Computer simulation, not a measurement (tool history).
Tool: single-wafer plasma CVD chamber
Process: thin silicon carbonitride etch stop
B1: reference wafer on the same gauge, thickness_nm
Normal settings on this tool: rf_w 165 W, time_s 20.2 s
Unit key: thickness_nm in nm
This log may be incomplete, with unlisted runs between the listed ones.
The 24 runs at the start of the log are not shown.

-- day=12.962 showerhead replaced
run 25 day=12.983 | rf_w=135 time_s=20.2 | B1=13.214 | thickness_nm=10.612
run 26 day=13.254 | rf_w=165 time_s=20.2 | B1=13.202 | thickness_nm=11.145
-- day=13.829 thermocouple changed; heater temperature recalibrated
run 27 day=13.85 | rf_w=165 time_s=20.2 | B1=13.197 | thickness_nm=11.122
run 28 day=14.425 | rf_w=165 time_s=20.2 | B1=13.196 | thickness_nm=11.127
run 29 day=15.046 | rf_w=165 time_s=16.7 | B1=13.199 | thickness_nm=9.186
run 30 day=15.571 | rf_w=140 time_s=18.3 | B1=13.192 | thickness_nm=9.684
run 31 day=16.046 | rf_w=195 time_s=20.2 | B1=13.2 | thickness_nm=11.571
run 32 day=16.625 | rf_w=165 time_s=20.2 | B1=13.195 | thickness_nm=11.133
run 33 day=17.346 | rf_w=140 time_s=20.2 | B1=13.193 | thickness_nm=10.683
run 34 day=17.992 | rf_w=150 time_s=22.3 | B1=13.2 | thickness_nm=12.001
run 35 day=18.704 | rf_w=165 time_s=16.2 | B1=13.207 | thickness_nm=8.903
run 36 day=19 | rf_w=175 time_s=22.1 | B1=13.203 | thickness_nm=12.287

Below are 3 alternative next runs, each starting from the tool's condition after run 36. Predict each:
run A day=19.017 | rf_w=185 time_s=20.2 | B1=? | thickness_nm=?
run B day=19.017 | rf_w=135 time_s=18.3 | B1=? | thickness_nm=?
run C day=19.017 | rf_w=175 time_s=22 | B1=? | thickness_nm=?

run=A B1=13.208 thickness_nm=11.424
run=B B1=13.208 thickness_nm=9.605
run=C B1=13.208 thickness_nm=12.275
Take away the tool's hidden state, keep each run's random variation, and the runs would have read:
run=A thickness_nm=11.494
run=B thickness_nm=9.664
run=C thickness_nm=12.35
